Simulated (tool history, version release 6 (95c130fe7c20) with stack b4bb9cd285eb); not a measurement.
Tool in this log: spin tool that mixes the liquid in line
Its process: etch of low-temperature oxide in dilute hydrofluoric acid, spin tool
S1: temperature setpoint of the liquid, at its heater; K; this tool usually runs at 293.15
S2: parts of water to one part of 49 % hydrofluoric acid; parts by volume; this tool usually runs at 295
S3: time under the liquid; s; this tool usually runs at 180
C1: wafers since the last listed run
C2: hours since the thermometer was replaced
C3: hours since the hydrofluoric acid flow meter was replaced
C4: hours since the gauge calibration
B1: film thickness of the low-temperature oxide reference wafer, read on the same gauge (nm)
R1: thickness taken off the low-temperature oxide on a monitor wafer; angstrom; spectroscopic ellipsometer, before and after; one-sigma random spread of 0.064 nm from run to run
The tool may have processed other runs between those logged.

| run | hour | S1 | S2 | S3 | C1 | C2 | C3 | C4 | B1 | R1 |
|---|---|---|---|---|---|---|---|---|---|---|
| 1 | 0 | 293.15 | 295 | 180 | 0 | 2139.8 | 1648.2 | 637.1 | 119.99 | 84.5 |
| 2 | 37.9 | 293.15 | 295 | 180 | 179 | 2177.7 | 1686.1 | 675 | 120.05 | 85 |
|  | 40 | thermometer replaced |
| 3 | 99.6 | 293.15 | 295 | 180 | 287 | 59.6 | 1747.8 | 736.7 | 120 | 91.1 |
| 4 | 143 | 293.15 | 350 | 180 | 205 | 103 | 1791.2 | 780.1 | 119.99 | 73.4 |
| 5 | 184.1 | 293.15 | 350 | 180 | 194 | 144.1 | 1832.3 | 821.2 | 120.02 | 72.6 |
| 6 | 213.1 | 293.15 | 295 | 180 | 137 | 173.1 | 1861.3 | 850.2 | 120.01 | 90.2 |
|  | 263.5 | hydrofluoric acid flow meter replaced |
| 7 | 265.4 | 293.15 | 295 | 180 | 243 | 225.4 | 1.9 | 902.5 | 119.98 | 89.7 |
| 8 | 322.2 | 293.15 | 295 | 180 | 269 | 282.2 | 58.7 | 959.3 | 119.99 | 90.9 |
| 9 | 377.6 | 290.15 | 295 | 180 | 262 | 337.6 | 114.1 | 1014.7 | 120.04 | 79.6 |
| 10 | 432.7 | 293.15 | 295 | 180 | 261 | 392.7 | 169.2 | 1069.8 | 119.99 | 91 |
| 11 | 471.8 | 294.65 | 360 | 145 | 185 | 431.8 | 208.3 | 1108.9 | 119.98 | 59.5 |
| 12 | 504.5 | 293.15 | 295 | 180 | 154 | 464.5 | 241 | 1141.6 | 119.98 | 90.6 |
| 13 | 567 | 290.15 | 255 | 140 | 296 | 527 | 303.5 | 1204.1 | 119.99 | 74.5 |
| 14 | 617.4 | 293.15 | 295 | 180 | 238 | 577.4 | 353.9 | 1254.5 | 120.04 | 89.7 |
| 15 | 676.4 | 293.15 | 295 | 180 | 279 | 636.4 | 412.9 | 1313.5 | 120.02 | 90.8 |
| 16 | 741.1 | 297.65 | 385 | 215 | 306 | 701.1 | 477.6 | 1378.2 | 119.96 | 88.4 |
| 17 | 812.8 | 293.15 | 295 | 180 | 339 | 772.8 | 549.3 | 1449.9 | 120.02 | 88.9 |
| 18 | 852.9 | 293.15 | 230 | 220 | 190 | 812.9 | 589.4 | 1490 | 119.98 | 149.6 |
| 19 | 899.7 | 293.15 | 295 | 215 | 221 | 859.7 | 636.2 | 1536.8 | 119.98 | 106.4 |
|  | 923.1 | gauge calibrated |
| 20 | 932.1 | 293.15 | 295 | 180 | 153 | 892.1 | 668.6 | 9 | 119.95 | 89.4 |
| 21 | 974.5 | 293.15 | 295 | 180 | 200 | 934.5 | 711 | 51.4 | 120 | 88.4 |
| 22 | 1025.2 | 293.15 | 240 | 180 | 240 | 985.2 | 761.7 | 102.1 | 119.99 | 114 |
| 23 | 1090.9 | 293.15 | 335 | 180 | 311 | 1050.9 | 827.4 | 167.8 | 119.99 | 75.8 |
| 24 | 1150.9 | 293.15 | 295 | 120 | 284 | 1110.9 | 887.4 | 227.8 | 119.99 | 59.4 |
| 25 | 1194 | 293.15 | 245 | 180 | 204 | 1154 | 930.5 | 270.9 | 120.01 | 109.5 |
| 26 | 1258.5 | 293.15 | 295 | 125 | 305 | 1218.5 | 995 | 335.4 | 120.01 | 60.8 |
| 27 | 1315.2 | 295.65 | 410 | 140 | 268 | 1275.2 | 1051.7 | 392.1 | 120.04 | 49.6 |
| 28 | 1344.4 | 293.15 | 295 | 260 | 138 | 1304.4 | 1080.9 | 421.3 | 120.01 | 127.2 |
| 29 | 1398.3 | 294.65 | 215 | 180 | 255 | 1358.3 | 1134.8 | 475.2 | 120 | 137.3 |
| 30 | 1461.8 | 291.15 | 295 | 180 | 300 | 1421.8 | 1198.3 | 538.7 | 120 | 80.7 |
| 31 | 1488.8 | 293.15 | 295 | 80 | 127 | 1448.8 | 1225.3 | 565.7 | 119.97 | 38.6 |

Entry by entry between the runs, the difference in hidden state between the last listed run before and the first listed run after:
In the gap between runs 2 and 3: thermometer replaced (hour 40)
  liquid colder than its thermometer reads (K): 2.27 -> 0.209
  measured value less the no-hidden-state value, R1: -7.5 -> -0.7 angstrom
In the gap between runs 6 and 7: hydrofluoric acid flow meter replaced (hour 263.5)
  liquid colder than its thermometer reads (K): 0.309 -> 0.355
  measured value less the no-hidden-state value, R1: -1 -> -1.1 angstrom
In the gap between runs 19 and 20: gauge calibrated (hour 923.1)
  liquid colder than its thermometer reads (K): 0.912 -> 0.941
  measured value less the no-hidden-state value, R1: -3.6 -> -3.1 angstrom

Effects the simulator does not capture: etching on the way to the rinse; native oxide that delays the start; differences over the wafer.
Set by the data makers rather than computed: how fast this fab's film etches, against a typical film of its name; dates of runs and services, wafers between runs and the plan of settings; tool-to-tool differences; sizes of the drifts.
